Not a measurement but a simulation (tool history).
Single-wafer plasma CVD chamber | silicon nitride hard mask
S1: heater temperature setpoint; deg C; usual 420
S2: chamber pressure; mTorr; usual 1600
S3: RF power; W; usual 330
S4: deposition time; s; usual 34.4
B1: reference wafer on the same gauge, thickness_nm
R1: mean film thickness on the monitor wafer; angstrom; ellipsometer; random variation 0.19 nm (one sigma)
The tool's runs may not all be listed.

| run | hour | S1 | S2 | S3 | S4 | B1 | R1 |
|---|---|---|---|---|---|---|---|
| 1 | 0.0 | 420 | 1600 | 330 | 32.2 | 44.670 | 376.94 |
| 2 | 294.3 | 420 | 1600 | 330 | 32.2 | 44.747 | 376.34 |
| 3 | 384.5 | 420 | 1600 | 330 | 32.2 | 44.691 | 374.72 |
| 4 | 467.5 | 420 | 1600 | 330 | 34.4 | 44.697 | 397.97 |
| 5 | 533.6 | 420 | 1600 | 330 | 34.4 | 44.741 | 396.80 |
| 6 | 591.8 | 420 | 1600 | 330 | 34.4 | 44.694 | 397.33 |
| 7 | 668.2 | 420 | 1600 | 330 | 34.4 | 44.702 | 398.95 |
| 8 | 759.6 | 420 | 1600 | 330 | 34.4 | 44.681 | 398.48 |
|  | 858.4 | capacitance manometer re-zeroed and calibrated |
| 9 | 858.9 | 420 | 1600 | 330 | 30.2 | 44.683 | 348.09 |
| 10 | 919.6 | 420 | 1600 | 330 | 30.2 | 44.680 | 348.35 |
|  | 969.2 | showerhead replaced |
| 11 | 1025.4 | 420 | 1600 | 330 | 30.3 | 44.721 | 348.02 |
|  | 1056.4 | RF generator calibrated |
| 12 | 1094.2 | 420 | 1600 | 330 | 30.3 | 44.689 | 359.49 |
| 13 | 1202.0 | 420 | 1820 | 330 | 34.4 | 44.682 | 417.33 |
| 14 | 1274.2 | 420 | 1600 | 330 | 34.4 | 44.726 | 399.03 |
|  | 1295.8 | gauge calibrated |
| 15 | 1327.8 | 420 | 1600 | 330 | 34.4 | 44.704 | 402.80 |
| 16 | 1363.9 | 433 | 1600 | 330 | 29.4 | 44.692 | 340.81 |
| 17 | 1420.0 | 420 | 1960 | 330 | 32.2 | 44.719 | 396.45 |
| 18 | 1504.1 | 420 | 1240 | 275 | 38.4 | 44.665 | 342.36 |
| 19 | 1582.3 | 420 | 1600 | 330 | 40.6 | 44.734 | 471.55 |
|  | 1642.1 | thermocouple changed; heater temperature recalibrated |
| 20 | 1642.8 | 420 | 1600 | 330 | 34.4 | 44.736 | 401.03 |
| 21 | 1686.7 | 420 | 1980 | 330 | 34.4 | 44.711 | 420.84 |
| 22 | 1764.5 | 432 | 1940 | 315 | 34.4 | 44.730 | 397.09 |
| 23 | 1826.2 | 405 | 1210 | 365 | 36.6 | 44.690 | 431.53 |
| 24 | 1862.5 | 411 | 1600 | 355 | 34.4 | 44.694 | 427.61 |
| 25 | 1935.3 | 411 | 1240 | 295 | 34.4 | 44.724 | 329.40 |
| 26 | 1977.2 | 408 | 1600 | 330 | 34.4 | 44.685 | 395.26 |
|  | 2045.4 | RF generator calibrated |
| 27 | 2051.1 | 420 | 1960 | 330 | 32.2 | 44.735 | 400.24 |
| 28 | 2118.0 | 420 | 1370 | 330 | 34.4 | 44.647 | 389.94 |
| 29 | 2219.4 | 420 | 1910 | 330 | 40.7 | 44.701 | 503.34 |

Forecast each of these 3 alternatives for the next run:
| A | 2219.8 | 430 | 1600 | 330 | 34.4 | ? | ? |
| B | 2219.8 | 420 | 1940 | 390 | 34.4 | ? | ? |
| C | 2219.8 | 425 | 1910 | 360 | 34.4 | ? | ? |

| run | B1 | R1 |
|---|---|---|
| A | 44.740 | 401.36 |
| B | 44.740 | 492.69 |
| C | 44.740 | 457.11 |
Without the tool's hidden state the same runs would have given:
| run | R1 |
|---|---|
| A | 406.15 |
| B | 497.90 |
| C | 462.32 |
